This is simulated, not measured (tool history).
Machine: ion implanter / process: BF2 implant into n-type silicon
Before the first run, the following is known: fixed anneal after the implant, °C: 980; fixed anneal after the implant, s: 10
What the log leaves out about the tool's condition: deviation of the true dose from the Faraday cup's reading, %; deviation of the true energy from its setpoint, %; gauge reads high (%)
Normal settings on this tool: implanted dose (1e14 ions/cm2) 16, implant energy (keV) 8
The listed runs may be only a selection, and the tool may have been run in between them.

run	hour	implanted dose (1e14 ions/cm2)	implant energy (keV)	wafers since the last listed run	hours since the last dose calibration	hours since the extraction supply was calibrated	hours since the gauge calibration	read-back reference wafer on the same gauge, sheet resistance	sheet resistance of the implanted and annealed layer (ohm/square)
1	0	17.96	9.5	0	404.8	2018.2	790.6	328.8	325.81
2	26.1	12.41	8	482	430.9	2044.3	816.7	328.85	367.38
3	41.8	12.41	8	290	446.6	2060	832.4	328.95	367.38
4	68.2	16	8	488	473	2086.4	858.8	328.89	356.97
5	101.9	16	8	623	506.7	2120.1	892.5	329.05	358.39
6	126.6	16	8	456	531.4	2144.8	917.2	329	357.74
7	150.7	16	8	445	555.5	2168.9	941.3	328.97	357.71
8	163.1	16	8	229	567.9	2181.3	953.7	328.88	356.97
9	185.9	14.31	9	421	590.7	2204.1	976.5	328.89	342.89
10	212.5	16	8	492	617.3	2230.7	1003.1	329.1	357.76
11	234.6	16	8	408	639.4	2252.8	1025.2	329.05	357.16
12	255.7	16	8	390	660.5	2273.9	1046.3	328.95	358.47
13	273.6	16	8	331	678.4	2291.8	1064.2	328.97	357.68
# hour 275.4: gauge calibrated
14	298.8	16	8	466	703.6	2317	23.4	328.91	358.48
15	324.5	16	8	475	729.3	2342.7	49.1	329.02	358.56
16	355.9	16	8	580	760.7	2374.1	80.5	328.96	358.93
17	383.2	12.51	8.5	505	788	2401.4	107.8	329.01	357.42
18	407	14.62	8	440	811.8	2425.2	131.6	329.1	362.41
19	440.6	16	10	621	845.4	2458.8	165.2	328.91	322.5
20	454.6	16	8	259	859.4	2472.8	179.2	329.01	360.01
21	482.7	19.24	7	519	887.5	2500.9	207.3	328.98	374.62
22	499.3	19.04	7	307	904.1	2517.5	223.9	329.04	375.02
# hour 529.4: extraction supply calibrated
23	529.9	17.26	9	418	934.7	0.5	254.5	329.04	332.8
24	542.5	12.67	6	233	947.3	13.1	267.1	328.95	413.83
# hour 578.8: Faraday cup replaced and dose calibrated
25	579.3	14.68	10.5	532	0.5	49.9	303.9	329.07	313.83
26	610.1	12.15	6.5	569	31.3	80.7	334.7	328.99	400.1
27	625.9	11.2	9	292	47.1	96.5	350.5	329.02	348.58
28	642.1	16	8	299	63.3	112.7	366.7	328.98	354.35
29	665.1	17.97	8	425	86.3	135.7	389.7	328.91	349.27
30	688.2	17.97	8	427	109.4	158.8	412.8	329	348.46
31	710.6	17.44	9.5	414	131.8	181.2	435.2	328.89	323.25
32	729.3	11.95	7	345	150.5	199.9	453.9	329.03	387.77
33	756	12.65	8	493	177.2	226.6	480.6	328.93	363.15
34	785.2	18.88	10	540	206.4	255.8	509.8	329.06	312.75
35	820	16	5.5	643	241.2	290.6	544.6	329	419.92
36	853.9	16	8	627	275.1	324.5	578.5	328.89	354.31

What was the tool's hidden state at every run in the log?
gauge reads high (%): 0, the same for each run
H1: deviation of the true dose from the Faraday cup's reading, %
H2: deviation of the true energy from its setpoint, %
run	H1	H2
1	-1.14	-2.79
2	-1.26	-2.83
3	-1.34	-2.85
4	-1.46	-2.89
5	-1.62	-2.95
6	-1.74	-2.99
7	-1.86	-3.02
8	-1.92	-3.04
9	-2.02	-3.08
10	-2.15	-3.12
11	-2.26	-3.15
12	-2.36	-3.19
13	-2.44	-3.21
14	-2.56	-3.25
15	-2.68	-3.29
16	-2.83	-3.34
17	-2.96	-3.39
18	-3.08	-3.42
19	-3.24	-3.47
20	-3.31	-3.5
21	-3.44	-3.54
22	-3.52	-3.57
23	-3.66	-0.466
24	-3.72	-0.485
25	-0.238	-0.543
26	-0.385	-0.591
27	-0.461	-0.615
28	-0.538	-0.641
29	-0.648	-0.677
30	-0.758	-0.713
31	-0.864	-0.748
32	-0.954	-0.777
33	-1.08	-0.818
34	-1.22	-0.864
35	-1.39	-0.918
36	-1.55	-0.971
